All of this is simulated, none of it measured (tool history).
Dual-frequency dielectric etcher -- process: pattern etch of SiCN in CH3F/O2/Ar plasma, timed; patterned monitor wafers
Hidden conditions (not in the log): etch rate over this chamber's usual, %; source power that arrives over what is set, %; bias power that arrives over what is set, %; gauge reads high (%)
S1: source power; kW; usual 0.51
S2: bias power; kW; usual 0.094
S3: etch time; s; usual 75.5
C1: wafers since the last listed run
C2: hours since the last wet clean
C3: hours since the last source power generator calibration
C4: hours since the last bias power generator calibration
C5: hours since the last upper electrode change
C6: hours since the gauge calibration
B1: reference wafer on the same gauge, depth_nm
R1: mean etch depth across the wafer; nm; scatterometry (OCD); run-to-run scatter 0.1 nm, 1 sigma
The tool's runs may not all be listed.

Run 1, hour 0: usual settings; C1 0; C2 423.6; C3 2478.6; C4 1668.4; C5 3892.3; C6 361.6; B1 33.89. Result: R1 35.9 nm.
Run 2, hour 12.5: usual settings; C1 144; C2 436.1; C3 2491.1; C4 1680.9; C5 3904.8; C6 374.1; B1 33.91. Result: R1 36.19 nm.
Run 3, hour 25.9: usual settings; C1 155; C2 449.5; C3 2504.5; C4 1694.3; C5 3918.2; C6 387.5; B1 33.93. Result: R1 36.23 nm.
Run 4, hour 41.6: usual settings; C1 182; C2 465.2; C3 2520.2; C4 1710; C5 3933.9; C6 403.2; B1 33.91. Result: R1 36.04 nm.
Run 5, hour 55: usual settings; C1 155; C2 478.6; C3 2533.6; C4 1723.4; C5 3947.3; C6 416.6; B1 33.9. Result: R1 36.06 nm.
Run 6, hour 64.4: usual settings; C1 108; C2 488; C3 2543; C4 1732.8; C5 3956.7; C6 426; B1 33.9. Result: R1 36.23 nm.
Run 7, hour 74.1: usual settings; C1 112; C2 497.7; C3 2552.7; C4 1742.5; C5 3966.4; C6 435.7; B1 33.91. Result: R1 36.08 nm.
Run 8, hour 87.5: usual settings; C1 155; C2 511.1; C3 2566.1; C4 1755.9; C5 3979.8; C6 449.1; B1 33.9. Result: R1 36.15 nm.
At hour 118.3: upper electrode replaced.
At hour 118.6: source power generator calibrated.
Run 9, hour 119.1: usual settings; C1 84; C2 542.7; C3 0.5; C4 1787.5; C5 0.8; C6 480.7; B1 33.9. Result: R1 36.18 nm.
Run 10, hour 119.4: usual settings but S2 0.11 kW, S3 89.5 s; C1 3; C2 543; C3 0.8; C4 1787.8; C5 1.1; C6 481; B1 33.94. Result: R1 46.15 nm.
Run 11, hour 123.2: usual settings but S2 0.11 kW, S3 89.5 s; C1 44; C2 546.8; C3 4.6; C4 1791.6; C5 4.9; C6 484.8; B1 33.91. Result: R1 46.05 nm.
At hour 125.8: gauge calibrated.
Run 12, hour 137: usual settings but S2 0.11 kW, S3 89.5 s; C1 159; C2 560.6; C3 18.4; C4 1805.4; C5 18.7; C6 11.2; B1 33.86. Result: R1 45.84 nm.
Run 13, hour 144.9: usual settings but S2 0.105 kW; C1 91; C2 568.5; C3 26.3; C4 1813.3; C5 26.6; C6 19.1; B1 33.91. Result: R1 37.85 nm.
Run 14, hour 160.2: usual settings; C1 177; C2 583.8; C3 41.6; C4 1828.6; C5 41.9; C6 34.4; B1 33.93. Result: R1 36.17 nm.
Run 15, hour 168.2: usual settings but S1 0.41 kW, S2 0.08 kW, S3 89 s; C1 92; C2 591.8; C3 49.6; C4 1836.6; C5 49.9; C6 42.4; B1 33.9. Result: R1 37.12 nm.
Run 16, hour 180.4: usual settings; C1 141; C2 604; C3 61.8; C4 1848.8; C5 62.1; C6 54.6; B1 33.86. Result: R1 35.97 nm.
At hour 186.5: bias power generator calibrated.
Run 17, hour 187.8: usual settings but S1 0.41 kW, S2 0.08 kW, S3 89 s; C1 39; C2 611.4; C3 69.2; C4 1.3; C5 69.5; C6 62; B1 33.86. Result: R1 37.21 nm.
At hour 218.9: wet clean of the chamber.
Run 18, hour 219.4: usual settings but S2 0.11 kW, S3 89.5 s; C1 88; C2 0.5; C3 100.8; C4 32.9; C5 101.1; C6 93.6; B1 33.93. Result: R1 45.79 nm.
Run 19, hour 224.1: usual settings but S2 0.11 kW, S3 89.5 s; C1 54; C2 5.2; C3 105.5; C4 37.6; C5 105.8; C6 98.3; B1 33.83. Result: R1 45.8 nm.
Run 20, hour 248: usual settings but S1 0.6 kW; C1 277; C2 29.1; C3 129.4; C4 61.5; C5 129.7; C6 122.2; B1 33.91. Result: R1 38.09 nm.
Run 21, hour 258.7: usual settings but S1 0.41 kW, S2 0.075 kW, S3 65 s; C1 124; C2 39.8; C3 140.1; C4 72.2; C5 140.4; C6 132.9; B1 33.88. Result: R1 26.2 nm.
Run 22, hour 267.4: usual settings but S1 0.58 kW, S2 0.117 kW, S3 89 s; C1 100; C2 48.5; C3 148.8; C4 80.9; C5 149.1; C6 141.6; B1 33.89. Result: R1 48.83 nm.
Run 23, hour 282.1: usual settings but S2 0.113 kW, S3 66.5 s; C1 170; C2 63.2; C3 163.5; C4 95.6; C5 163.8; C6 156.3; B1 33.83. Result: R1 34.53 nm.
Run 24, hour 296: usual settings but S1 0.39 kW; C1 161; C2 77.1; C3 177.4; C4 109.5; C5 177.7; C6 170.2; B1 33.86. Result: R1 33.3 nm.
Run 25, hour 309.5: usual settings but S1 0.38 kW; C1 156; C2 90.6; C3 190.9; C4 123; C5 191.2; C6 183.7; B1 33.88. Result: R1 33.03 nm.
Run 26, hour 324.4: usual settings but S1 0.4 kW, S2 0.077 kW, S3 88 s; C1 172; C2 105.5; C3 205.8; C4 137.9; C5 206.1; C6 198.6; B1 33.9. Result: R1 35.82 nm.
Run 27, hour 340.5: usual settings; C1 186; C2 121.6; C3 221.9; C4 154; C5 222.2; C6 214.7; B1 33.9. Result: R1 36.15 nm.
Run 28, hour 356.7: usual settings but S1 0.61 kW, S2 0.083 kW; C1 187; C2 137.8; C3 238.1; C4 170.2; C5 238.4; C6 230.9; B1 33.92. Result: R1 36.09 nm.
Run 29, hour 372.5: usual settings but S1 0.44 kW, S2 0.086 kW, S3 83.5 s; C1 183; C2 153.6; C3 253.9; C4 186; C5 254.2; C6 246.7; B1 33.91. Result: R1 36.53 nm.

What the log doesn't show, run by run:
etch rate over this chamber's usual, %: 0, the same for each run
source power that arrives over what is set, %: 0, the same for each run
bias power that arrives over what is set, %: 0, the same for each run
gauge reads high (%): 0, the same for each run

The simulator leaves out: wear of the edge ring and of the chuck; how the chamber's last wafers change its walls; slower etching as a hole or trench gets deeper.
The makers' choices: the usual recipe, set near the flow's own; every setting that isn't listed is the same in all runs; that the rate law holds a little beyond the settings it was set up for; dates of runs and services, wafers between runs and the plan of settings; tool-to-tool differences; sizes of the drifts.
